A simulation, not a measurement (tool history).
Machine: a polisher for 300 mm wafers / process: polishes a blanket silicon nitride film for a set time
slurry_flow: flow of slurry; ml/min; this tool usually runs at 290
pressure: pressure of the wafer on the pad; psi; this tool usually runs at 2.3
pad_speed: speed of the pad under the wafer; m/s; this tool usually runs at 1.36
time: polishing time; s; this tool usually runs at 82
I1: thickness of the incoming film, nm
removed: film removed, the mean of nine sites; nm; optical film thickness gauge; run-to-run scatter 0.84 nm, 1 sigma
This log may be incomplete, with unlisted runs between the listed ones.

{"run": 1, "day": 0.0, "slurry_flow": 290, "pressure": 2.3, "pad_speed": 1.36, "time": 82, "I1": 799.9, "removed": 124}
{"run": 2, "day": 2.292, "slurry_flow": 290, "pressure": 2.3, "pad_speed": 1.36, "time": 82, "I1": 817.1, "removed": 121.6}
{"run": 3, "day": 7.579, "slurry_flow": 290, "pressure": 2.3, "pad_speed": 1.36, "time": 82, "I1": 819.4, "removed": 116.4}
{"day": 9.354, "done": "worn pad replaced by a new one"}
{"run": 4, "day": 13.679, "slurry_flow": 290, "pressure": 2.3, "pad_speed": 1.36, "time": 82, "I1": 819.7, "removed": 117.9}
{"run": 5, "day": 15.821, "slurry_flow": 290, "pressure": 2.3, "pad_speed": 1.36, "time": 82, "I1": 806.3, "removed": 116.2}
{"day": 15.921, "done": "slurry nozzle cleaned"}
{"run": 6, "day": 18.475, "slurry_flow": 290, "pressure": 2.3, "pad_speed": 1.36, "time": 82, "I1": 813.3, "removed": 115.7}
{"run": 7, "day": 20.846, "slurry_flow": 290, "pressure": 2.3, "pad_speed": 1.36, "time": 82, "I1": 806.8, "removed": 113.6}
{"day": 21.512, "done": "worn pad replaced by a new one"}
{"run": 8, "day": 23.417, "slurry_flow": 290, "pressure": 2.3, "pad_speed": 1.36, "time": 82, "I1": 796.4, "removed": 119.4}
{"run": 9, "day": 24.971, "slurry_flow": 290, "pressure": 2.6, "pad_speed": 1.36, "time": 82, "I1": 811, "removed": 132}
{"run": 10, "day": 27.233, "slurry_flow": 290, "pressure": 2.3, "pad_speed": 1.36, "time": 82, "I1": 808.4, "removed": 115.8}
{"run": 11, "day": 28.238, "slurry_flow": 290, "pressure": 2.3, "pad_speed": 1.36, "time": 82, "I1": 819.4, "removed": 115.1}
{"day": 28.738, "done": "head pressure recalibrated"}
{"run": 12, "day": 29.417, "slurry_flow": 290, "pressure": 2.3, "pad_speed": 1.36, "time": 82, "I1": 823.7, "removed": 128.5}
{"run": 13, "day": 30.904, "slurry_flow": 335, "pressure": 2.3, "pad_speed": 1.36, "time": 82, "I1": 822.8, "removed": 128.5}
{"day": 35.979, "done": "slurry nozzle cleaned"}
{"day": 36.171, "done": "worn pad replaced by a new one"}
{"run": 14, "day": 36.638, "slurry_flow": 290, "pressure": 2.3, "pad_speed": 1.36, "time": 82, "I1": 812.2, "removed": 132.6}
{"run": 15, "day": 38.462, "slurry_flow": 290, "pressure": 2.3, "pad_speed": 1.36, "time": 103, "I1": 813.6, "removed": 160.8}

What will run 16 give?
{"run": 16, "day": 40.233, "slurry_flow": 290, "pressure": 2.3, "pad_speed": 1.5, "time": 56, "I1": 796.8, "removed": "?"}

removed: 93.1 nm
Without the tool's hidden state the same run would have given removed 100.6 nm.
